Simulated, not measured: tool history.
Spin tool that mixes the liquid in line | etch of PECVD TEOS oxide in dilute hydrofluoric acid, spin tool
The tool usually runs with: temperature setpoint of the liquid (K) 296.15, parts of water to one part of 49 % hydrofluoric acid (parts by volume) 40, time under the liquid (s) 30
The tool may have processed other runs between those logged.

run     day  temperature setpoint of the liquid (K)  parts of water to one part of 49 % hydrofluoric acid (parts by volume)  time under the liquid (s)  wafers since the last listed run  hours since the thermometer was replaced  hours since the hydrofluoric acid flow meter was replaced  hours since the gauge calibration  read-back film thickness of the PECVD TEOS oxide reference wafer, read on the same gauge (nm)  thickness taken off the PECVD TEOS oxide on a monitor wafer (nm)
  1   0.000                                  296.15                                                                      40                         30                                 0                                     112.3                                                     1056.8                              334.5                                                                                         139.98                                                             14.10
  2   1.579                                  296.15                                                                      40                         40                               543                                     150.2                                                     1094.7                              372.4                                                                                         140.00                                                             19.43
  3   4.708                                  296.15                                                                      40                         30                              1077                                     225.3                                                     1169.8                              447.5                                                                                         139.97                                                             14.71
  4   7.346                                  296.15                                                                      40                         30                               908                                     288.6                                                     1233.1                              510.8                                                                                         140.00                                                             14.86
  5  10.471                                  296.15                                                                      25                         30                              1075                                     363.6                                                     1308.1                              585.8                                                                                         140.04                                                             24.29
  6  13.792                                  296.15                                                                      25                         30                              1143                                     443.3                                                     1387.8                              665.5                                                                                         140.01                                                             24.53
     15.517  -- hydrofluoric acid flow meter replaced
  7  16.438                                  296.15                                                                      40                         45                               896                                     506.8                                                       22.1                              729.0                                                                                         139.98                                                             19.89
  8  18.612                                  296.15                                                                      40                         45                               748                                     559.0                                                       74.3                              781.2                                                                                         139.99                                                             20.62
     21.729  -- gauge calibrated
  9  22.912                                  294.15                                                                      30                         40                              1480                                     662.2                                                      177.5                               28.4                                                                                         139.97                                                             22.83
 10  25.225                                  292.15                                                                      40                         15                               796                                     717.7                                                      233.0                               83.9                                                                                         139.99                                                              5.72

The next listed run, before its measurement:
 11  27.542                                  296.15                                                                      50                         30                               797                                     773.3                                                      288.6                              139.5                                                                                              ?                                                                 ?

Run 11 gave read-back film thickness of the PECVD TEOS oxide reference wafer, read on the same gauge (nm) 140.01, thickness taken off the PECVD TEOS oxide on a monitor wafer (nm) 11.13.
On a tool with no hidden condition, and with the same random variation, this run would have come out at thickness taken off the PECVD TEOS oxide on a monitor wafer (nm) 10.34.
